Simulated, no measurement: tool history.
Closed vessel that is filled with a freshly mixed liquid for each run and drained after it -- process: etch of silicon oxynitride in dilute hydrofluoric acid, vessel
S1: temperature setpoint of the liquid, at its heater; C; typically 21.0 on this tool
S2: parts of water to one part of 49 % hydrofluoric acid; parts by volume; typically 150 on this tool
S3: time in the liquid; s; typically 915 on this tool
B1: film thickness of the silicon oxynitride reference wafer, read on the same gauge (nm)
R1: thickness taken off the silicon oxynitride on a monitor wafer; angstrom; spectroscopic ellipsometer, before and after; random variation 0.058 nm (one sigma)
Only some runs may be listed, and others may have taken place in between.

run    hour    S1   S2    S3     B1     R1
  1     0.0  21.0  120   740  30.01   73.8
  2   104.8  21.0  120   740  30.01   74.6
  3   191.7  21.0  105  1285  29.97  150.8
  4   273.7  21.0  105  1285  30.03  150.1
  5   344.0  21.0  150   915  29.99   70.9
  6   409.2  21.0  150   915  30.00   71.8
  7   463.7  21.0  150   915  29.99   70.2
  8   501.4  21.0  130   915  29.99   84.5
  9   549.3  21.0  150   915  30.01   71.4
 10   650.2  21.0  150   915  29.98   70.9
 11   716.7  21.0  150   915  29.99   70.3
 12   819.4  21.0  150   915  30.01   70.6
 13   872.6  25.0  150   915  29.98   85.6
 14   938.5  25.0  150   915  30.01   84.1
 15  1032.0  21.0  150   915  30.02   66.3
 16  1087.1  21.0  150   915  29.99   66.5
 17  1138.7  23.5  110  1385  29.98  157.6
 18  1195.3  21.0  150   915  29.99   66.1
 19  1284.8  21.0  205  1360  29.97   68.9
 20  1388.3  17.0   80  1190  29.98  160.1
 21  1446.2  21.0  150  1260  29.99  103.2
 22  1533.6  25.0  185   915  29.99   70.7
 23  1616.9  21.0  150   915  30.01   74.2
 24  1712.5  25.5  215   615  30.03   40.4
 25  1796.2  23.5  205   710  30.00   44.3
 26  1897.4  21.0  150   915  30.01   73.4
 27  1955.5  21.0  150   915  30.00   74.4
 28  2029.1  21.0  150   770  29.98   61.6
 29  2081.1  23.0  105   550  29.98   72.0

Not shown here: 5 entries made in the log between runs. Locate each between two listed runs and compare the hidden state at the listed run before it with the hidden state at the listed run after it:
From run 3 to run 4: thermometer replaced (hour 221.8)
  hydrofluoric acid flow below the setpoint (%): 4.06 -> 4.3
  measured result minus the result with no hidden state, R1: -6.9 -> -7.3 angstrom
From run 11 to run 12: gauge calibrated (hour 786.3)
  hydrofluoric acid flow below the setpoint (%): 5.6 -> 5.9
  measured result minus the result with no hidden state, R1: -4.6 -> -4.9 angstrom
From run 14 to run 15: hydrofluoric acid flow meter replaced (hour 998.5)
  hydrofluoric acid flow below the setpoint (%): 6.24 -> 10.9
  measured result minus the result with no hidden state, R1: -6.4 -> -9.1 angstrom
From run 19 to run 20: hydrofluoric acid flow meter replaced, repeated, since the last time left the tool worse (hour 1301.4)
  hydrofluoric acid flow below the setpoint (%): 11.6 -> 0.883
  measured result minus the result with no hidden state, R1: -10.4 -> -1.5 angstrom
From run 23 to run 24: thermometer replaced (hour 1653.7)
  hydrofluoric acid flow below the setpoint (%): 1.55 -> 1.83
  measured result minus the result with no hidden state, R1: -1.2 -> -0.9 angstrom
